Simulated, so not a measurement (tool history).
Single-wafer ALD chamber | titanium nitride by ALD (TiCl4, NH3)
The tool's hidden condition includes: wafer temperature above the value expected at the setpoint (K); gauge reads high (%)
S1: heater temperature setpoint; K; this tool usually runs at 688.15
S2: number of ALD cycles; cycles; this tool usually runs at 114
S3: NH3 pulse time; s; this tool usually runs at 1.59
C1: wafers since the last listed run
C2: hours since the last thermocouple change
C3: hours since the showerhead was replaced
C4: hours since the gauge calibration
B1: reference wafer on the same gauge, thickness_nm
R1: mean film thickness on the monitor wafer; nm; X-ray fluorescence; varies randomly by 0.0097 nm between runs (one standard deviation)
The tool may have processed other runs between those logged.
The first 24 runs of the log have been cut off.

| run | hour | S1 | S2 | S3 | C1 | C2 | C3 | C4 | B1 | R1 |
|---|---|---|---|---|---|---|---|---|---|---|
|  | 1330 | thermocouple changed; heater temperature recalibrated |
| 25 | 1364.6 | 688.15 | 95 | 1.59 | 112 | 34.6 | 236.4 | 751 | 2.666 | 2.052 |
| 26 | 1433.2 | 688.15 | 114 | 1.59 | 205 | 103.2 | 305 | 819.6 | 2.66 | 2.475 |
| 27 | 1502.9 | 676.15 | 114 | 1.27 | 208 | 172.9 | 374.7 | 889.3 | 2.664 | 2.428 |
| 28 | 1558 | 676.15 | 137 | 1.92 | 164 | 228 | 429.8 | 944.4 | 2.666 | 2.965 |
| 29 | 1594 | 688.15 | 114 | 1.59 | 107 | 264 | 465.8 | 980.4 | 2.673 | 2.461 |
| 30 | 1641.4 | 682.15 | 99 | 2.01 | 141 | 311.4 | 513.2 | 1027.8 | 2.671 | 2.154 |
| 31 | 1677.2 | 688.15 | 114 | 1.18 | 107 | 347.2 | 549 | 1063.6 | 2.671 | 2.446 |
| 32 | 1726.6 | 696.15 | 132 | 1.59 | 147 | 396.6 | 598.4 | 1113 | 2.676 | 2.88 |
| 33 | 1772.3 | 688.15 | 105 | 0.97 | 136 | 442.3 | 644.1 | 1158.7 | 2.679 | 2.244 |
| 34 | 1821.3 | 675.15 | 103 | 1.37 | 146 | 491.3 | 693.1 | 1207.7 | 2.678 | 2.214 |
| 35 | 1848.3 | 675.15 | 104 | 2.2 | 80 | 518.3 | 720.1 | 1234.7 | 2.686 | 2.264 |
| 36 | 1872.9 | 688.15 | 136 | 1.89 | 73 | 542.9 | 744.7 | 1259.3 | 2.68 | 2.956 |
| 37 | 1929.3 | 688.15 | 124 | 1.59 | 168 | 599.3 | 801.1 | 1315.7 | 2.681 | 2.704 |
| 38 | 1996.1 | 688.15 | 114 | 2.12 | 199 | 666.1 | 867.9 | 1382.5 | 2.685 | 2.5 |
| 39 | 2037.8 | 688.15 | 114 | 1.59 | 124 | 707.8 | 909.6 | 1424.2 | 2.682 | 2.466 |

Forecast each of these 5 alternatives for the next run:
| A | 2038.4 | 688.15 | 114 | 1.59 | 1 | 708.4 | 910.2 | 1424.8 | ? | ? |
| B | 2038.4 | 679.15 | 114 | 1.86 | 1 | 708.4 | 910.2 | 1424.8 | ? | ? |
| C | 2038.4 | 693.15 | 114 | 2.13 | 1 | 708.4 | 910.2 | 1424.8 | ? | ? |
| D | 2038.4 | 678.15 | 92 | 1.59 | 1 | 708.4 | 910.2 | 1424.8 | ? | ? |
| E | 2038.4 | 694.15 | 133 | 1.76 | 1 | 708.4 | 910.2 | 1424.8 | ? | ? |

| run | B1 | R1 |
|---|---|---|
| A | 2.687 | 2.481 |
| B | 2.687 | 2.483 |
| C | 2.687 | 2.504 |
| D | 2.687 | 1.993 |
| E | 2.687 | 2.909 |
Without the tool's hidden state the same runs would have given:
| run | R1 |
|---|---|
| A | 2.412 |
| B | 2.414 |
| C | 2.435 |
| D | 1.938 |
| E | 2.829 |
